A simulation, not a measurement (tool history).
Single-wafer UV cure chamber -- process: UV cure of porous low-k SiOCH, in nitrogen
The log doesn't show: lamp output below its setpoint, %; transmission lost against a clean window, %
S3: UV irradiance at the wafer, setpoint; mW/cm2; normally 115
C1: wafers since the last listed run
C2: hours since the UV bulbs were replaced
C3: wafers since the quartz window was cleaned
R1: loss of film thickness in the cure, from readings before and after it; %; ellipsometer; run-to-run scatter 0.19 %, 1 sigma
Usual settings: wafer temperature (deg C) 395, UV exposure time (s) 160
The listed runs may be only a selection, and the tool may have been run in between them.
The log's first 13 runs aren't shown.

Run 14, hour 650.4: usual settings; C1 313; C2 1018.6; C3 360. Result: R1 12.774 %.
Run 15, hour 684.5: usual settings; C1 223; C2 1052.7; C3 583. Result: R1 13.244 %.
Run 16, hour 731.7: usual settings; C1 308; C2 1099.9; C3 892. Result: R1 12.963 %.
Run 17, hour 788.5: usual settings; C1 371; C2 1156.7; C3 1263. Result: R1 12.921 %.
Run 18, hour 855.2: usual settings but wafer temperature (deg C) 408; C1 436; C2 1223.4; C3 1699. Result: R1 13.243 %.
At hour 870.4: UV bulbs replaced.
Run 19, hour 902.6: usual settings but wafer temperature (deg C) 408; C1 257; C2 32.2; C3 1957. Result: R1 13.256 %.
Run 20, hour 955.4: usual settings; C1 345; C2 85.0; C3 2302. Result: R1 12.891 %.
Run 21, hour 988.9: usual settings; C1 219; C2 118.5; C3 2521. Result: R1 13.004 %.
At hour 1067.1: quartz window cleaned.
Run 22, hour 1067.6: usual settings but wafer temperature (deg C) 413, UV exposure time (s) 195, S3 146 mW/cm2; C1 462; C2 197.2; C3 3. Result: R1 15.787 %.
Run 23, hour 1101.0: usual settings; C1 218; C2 230.6; C3 222. Result: R1 12.705 %.

For run 24, what comes out?
Run 24, hour 1153.9: usual settings but wafer temperature (deg C) 379, UV exposure time (s) 230, S3 89 mW/cm2; C1 345; C2 283.5; C3 568. Result: R1 ?.

{"run 24": {"R1": 12.812}}
On a tool with no hidden condition, and with the same random variation, this run would have come out at R1 12.812 %.

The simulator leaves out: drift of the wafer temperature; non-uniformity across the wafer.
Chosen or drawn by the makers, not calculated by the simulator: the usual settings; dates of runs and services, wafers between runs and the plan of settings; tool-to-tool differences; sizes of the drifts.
